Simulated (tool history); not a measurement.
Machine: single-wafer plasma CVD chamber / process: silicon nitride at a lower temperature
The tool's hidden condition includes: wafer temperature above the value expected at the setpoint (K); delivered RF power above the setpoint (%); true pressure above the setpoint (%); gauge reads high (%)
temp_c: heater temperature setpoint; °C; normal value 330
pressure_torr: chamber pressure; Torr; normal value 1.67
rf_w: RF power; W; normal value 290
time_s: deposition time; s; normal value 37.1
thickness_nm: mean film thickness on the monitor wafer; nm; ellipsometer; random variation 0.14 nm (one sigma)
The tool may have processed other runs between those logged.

run	day	temp_c	pressure_torr	rf_w	time_s	wafers since the last listed run	hours since the last thermocouple change	hours since the last RF generator calibration	hours since the last manometer calibration	hours since the showerhead was replaced	hours since the gauge calibration	read-back reference wafer on the same gauge, thickness_nm	thickness_nm
1	0	330	1.46	290	37.1	0	2780.6	978.4	247.7	4465.7	724	48.424	40.801
2	3.733	330	1.46	290	37.1	1333	2870.2	1068	337.3	4555.3	813.6	48.352	40.509
3	5.4	330	1.46	290	37.1	595	2910.2	1108	377.3	4595.3	853.6	48.233	40.354
4	8.408	330	1.67	290	37.1	1074	2982.4	1180.2	449.5	4667.5	925.8	48.211	41.681
# day 9.942: thermocouple changed; heater temperature recalibrated
5	20.471	330	1.67	290	37.1	4188	252.7	1469.7	739	4957	1215.3	48.014	41.487
# day 22.596: RF generator calibrated
6	24.5	330	1.67	290	37.1	1319	349.4	45.7	835.7	5053.7	1312	47.959	41.31
7	27.438	330	1.67	290	37.1	1048	419.9	116.2	906.2	5124.2	1382.5	47.888	41.239
8	29.829	330	1.67	265	37.1	854	477.3	173.6	963.6	5181.6	1439.9	47.865	39.599
9	33.875	330	1.67	290	37.1	1444	574.4	270.7	1060.7	5278.7	1537	47.789	41.407
10	37.775	330	1.83	290	34.3	1392	668	364.3	1154.3	5372.3	1630.6	47.705	38.772
11	41.033	343	1.67	290	37.1	1163	746.2	442.5	1232.5	5450.5	1708.8	47.688	40.696
12	42.783	337	1.84	290	29.9	624	788.2	484.5	1274.5	5492.5	1750.8	47.636	33.746
13	46.025	344	1.67	290	37.1	1157	866	562.3	1352.3	5570.3	1828.6	47.589	40.65
14	48.321	330	1.67	310	41.7	819	921.1	617.4	1407.4	5625.4	1883.7	47.556	47.687

Forecast run 15:
# day 48.938: showerhead replaced
15	50.6	330	1.67	265	32.2	694	975.8	672.1	1462.1	39.9	1938.4	?	?

Logged for run 15: read-back reference wafer on the same gauge, thickness_nm 47.489, thickness_nm 33.958 nm.
The same run, on a tool lacking any hidden state, would have yielded thickness_nm 35.017 nm.
